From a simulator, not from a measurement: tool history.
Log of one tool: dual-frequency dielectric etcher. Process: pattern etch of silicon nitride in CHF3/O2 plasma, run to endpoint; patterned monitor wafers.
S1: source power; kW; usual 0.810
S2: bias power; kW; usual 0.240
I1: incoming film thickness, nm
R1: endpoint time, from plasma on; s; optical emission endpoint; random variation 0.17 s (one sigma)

run	day	S1	S2	I1	R1
1	0.000	0.810	0.240	101.4	59.8
2	2.158	0.810	0.240	100.8	59.7
3	2.479	0.810	0.240	100.6	59.6
# day 2.792: source power generator calibrated
4	2.821	0.810	0.240	100.5	59.3
# day 4.083: upper electrode replaced
# day 4.346: wet clean of the chamber
5	4.367	0.810	0.211	100.5	59.4
6	4.379	0.810	0.211	101.0	60.1
7	4.396	0.710	0.240	100.9	59.8
8	4.408	1.000	0.295	98.8	46.7
9	4.704	0.810	0.240	99.5	55.7
10	5.188	0.700	0.298	100.7	54.9
# day 5.633: bias power generator calibrated
11	5.654	0.720	0.193	101.2	65.9
12	6.104	0.870	0.206	100.3	58.4
13	6.762	0.720	0.240	101.0	59.8
14	7.729	0.680	0.198	100.1	66.4
15	8.108	0.670	0.264	101.8	60.0

4 ways to go on from here, each from the tool as it stands after run 15. What would each give?
A	8.125	0.810	0.240	101.1	?
B	8.125	0.650	0.205	101.1	?
C	8.125	0.900	0.188	101.1	?
D	8.125	0.990	0.256	101.1	?

run	R1
A	57.3
B	67.5
C	61.0
D	51.3
Without the tool's hidden state the same runs would have given:
run	R1
A	57.1
B	67.3
C	60.8
D	51.1

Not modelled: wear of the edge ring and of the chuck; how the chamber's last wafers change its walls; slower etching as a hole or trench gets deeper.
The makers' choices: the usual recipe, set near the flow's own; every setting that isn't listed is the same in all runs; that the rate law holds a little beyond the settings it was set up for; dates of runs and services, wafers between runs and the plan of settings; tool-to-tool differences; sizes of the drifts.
